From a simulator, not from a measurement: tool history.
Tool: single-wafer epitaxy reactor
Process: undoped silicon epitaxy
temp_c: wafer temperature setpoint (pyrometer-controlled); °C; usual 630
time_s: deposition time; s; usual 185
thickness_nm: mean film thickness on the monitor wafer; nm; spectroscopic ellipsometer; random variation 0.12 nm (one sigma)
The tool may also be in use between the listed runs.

run    hour  temp_c  time_s  wafers since the last listed run  hours since the last pyrometer calibration  hours since the gauge calibration  read-back reference wafer on the same gauge, thickness_nm  thickness_nm
  1     0.0     630     185                                 0                                       381.7                             1229.4                                                     21.027        22.677
  2    51.7     630     185                               381                                       433.4                             1281.1                                                     21.008        22.785
  3   111.6     639     185                               442                                       493.3                             1341.0                                                     20.992        28.628
  4   145.5     639     185                               250                                       527.2                             1374.9                                                     20.983        28.742
  5   171.9     639     185                               194                                       553.6                             1401.3                                                     21.039        28.906
  6   233.4     637     185                               454                                       615.1                             1462.8                                                     20.980        27.570
  7   289.6     639     194                               415                                       671.3                             1519.0                                                     21.018        30.114
  8   341.3     630     185                               381                                       723.0                             1570.7                                                     21.026        23.049
  9   395.4     630     185                               399                                       777.1                             1624.8                                                     21.048        23.077
 10   437.7     633     185                               312                                       819.4                             1667.1                                                     20.992        24.820
 11   467.8     633     185                               222                                       849.5                             1697.2                                                     20.954        25.047
      514.9  -- gauge calibrated
 12   519.4     630     185                               381                                       901.1                                4.5                                                     20.988        23.257
 13   544.0     630     185                               181                                       925.7                               29.1                                                     21.027        23.280
 14   612.7     630     185                               507                                       994.4                               97.8                                                     21.011        23.282
 15   673.4     634     185                               448                                      1055.1                              158.5                                                     20.997        25.724
 16   717.2     634     185                               323                                      1098.9                              202.3                                                     21.015        25.793
 17   757.2     634     185                               295                                      1138.9                              242.3                                                     21.011        25.747
 18   807.1     630     210                               368                                      1188.8                              292.2                                                     21.035        26.503
 19   852.4     645     216                               334                                      1234.1                              337.5                                                     20.945        39.201
 20   885.6     638     205                               245                                      1267.3                              370.7                                                     20.994        31.266
 21   928.1     636     152                               313                                      1309.8                              413.2                                                     21.055        22.401
 22   956.4     630     196                               209                                      1338.1                              441.5                                                     20.974        24.866
 23   996.2     630     209                               293                                      1377.9                              481.3                                                     21.010        26.642
 24  1021.5     630     185                               186                                      1403.2                              506.6                                                     21.064        23.506
 25  1092.1     637     199                               521                                      1473.8                              577.2                                                     21.005        29.916
 26  1154.9     630     214                               463                                      1536.6                              640.0                                                     21.042        27.017
 27  1220.9     645     175                               487                                      1602.6                              706.0                                                     20.954        31.872
 28  1248.6     630     185                               204                                      1630.3                              733.7                                                     21.029        23.546
     1287.9  -- pyrometer calibrated
 29  1298.7     630     185                               310                                        10.8                              783.8                                                     21.033        21.972
 30  1359.2     630     201                               446                                        71.3                              844.3                                                     20.997        24.101
 31  1400.3     625     216                               303                                       112.4                              885.4                                                     21.031        22.824
 32  1438.8     630     185                               284                                       150.9                              923.9                                                     20.974        21.993
 33  1484.1     630     185                               334                                       196.2                              969.2                                                     20.965        22.247
 34  1540.7     635     148                               418                                       252.8                             1025.8                                                     21.022        20.301
 35  1565.3     642     202                               181                                       277.4                             1050.4                                                     21.061        33.185
 36  1607.4     638     185                               310                                       319.5                             1092.5                                                     20.981        27.430
 37  1671.7     615     155                               474                                       383.8                             1156.8                                                     21.013        12.925

What the log doesn't show, run by run:
gauge reads high (%): 0 in every run
H1: wafer temperature above the value expected at the setpoint (K)
run     H1
  1   1.42
  2   1.54
  3   1.67
  4   1.74
  5   1.79
  6    1.9
  7   1.98
  8   2.06
  9   2.13
 10   2.18
 11   2.22
 12   2.27
 13   2.29
 14   2.36
 15   2.41
 16   2.44
 17   2.47
 18    2.5
 19   2.53
 20   2.55
 21   2.57
 22   2.58
 23    2.6
 24   2.61
 25   2.64
 26   2.67
 27   2.69
 28    2.7
 29  -0.12
 30  0.144
 31  0.309
 32  0.453
 33  0.611
 34  0.792
 35  0.866
 36  0.984
 37   1.15
